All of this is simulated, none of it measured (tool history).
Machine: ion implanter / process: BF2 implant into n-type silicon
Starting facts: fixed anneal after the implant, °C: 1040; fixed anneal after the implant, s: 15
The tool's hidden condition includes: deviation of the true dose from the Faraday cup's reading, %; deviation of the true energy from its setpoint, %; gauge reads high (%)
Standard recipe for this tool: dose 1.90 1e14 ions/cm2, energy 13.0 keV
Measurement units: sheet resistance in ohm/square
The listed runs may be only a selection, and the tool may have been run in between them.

run	hour	dose	energy	wafers since the last listed run	hours since the last dose calibration	hours since the extraction supply was calibrated	hours since the gauge calibration	read-back reference wafer on the same gauge, sheet resistance	sheet resistance
1	0.0	2.10	9.5	0	1438.6	2928.4	135.3	568.72	571.15
2	17.9	1.90	11.5	256	1456.5	2946.3	153.2	569.02	607.04
3	30.1	1.90	11.5	174	1468.7	2958.5	165.4	569.08	607.34
4	41.8	1.90	11.5	167	1480.4	2970.2	177.1	568.72	606.45
5	51.6	1.90	9.5	140	1490.2	2980.0	186.9	569.17	621.08
6	67.4	1.90	13.0	226	1506.0	2995.8	202.7	569.19	599.77
# hour 78.3: Faraday cup replaced and dose calibrated
7	79.9	1.90	13.0	64	1.6	3008.3	215.2	569.22	627.43
8	112.9	1.90	13.0	472	34.6	3041.3	248.2	569.02	628.38
9	121.8	1.90	13.0	127	43.5	3050.2	257.1	569.17	629.76
# hour 130.9: gauge calibrated
# hour 135.3: extraction supply calibrated
10	144.8	1.90	11.5	214	66.5	9.5	13.9	568.95	634.42
11	160.7	1.35	12.0	227	82.4	25.4	29.8	568.92	855.66
12	168.7	2.23	10.0	114	90.4	33.4	37.8	568.96	560.51
13	183.6	2.07	13.0	213	105.3	48.3	52.7	568.79	580.93
14	196.8	1.90	15.0	188	118.5	61.5	65.9	568.80	618.37
15	210.3	1.90	13.0	193	132.0	75.0	79.4	569.04	626.04
16	221.1	1.36	13.0	154	142.8	85.8	90.2	569.17	837.32
17	229.4	1.90	13.0	118	151.1	94.1	98.5	569.23	626.02
18	244.0	2.09	13.0	208	165.7	108.7	113.1	569.17	575.95

Hidden state, per run?
deviation of the true energy from its setpoint, %: 0 on each run
gauge reads high (%): 0 on each run
H1: deviation of the true dose from the Faraday cup's reading, %
run	H1
1	5.19
2	5.26
3	5.3
4	5.34
5	5.38
6	5.43
7	-0.224
8	-0.107
9	-0.075
10	0.00658
11	0.0629
12	0.0913
13	0.144
14	0.191
15	0.239
16	0.277
17	0.307
18	0.358
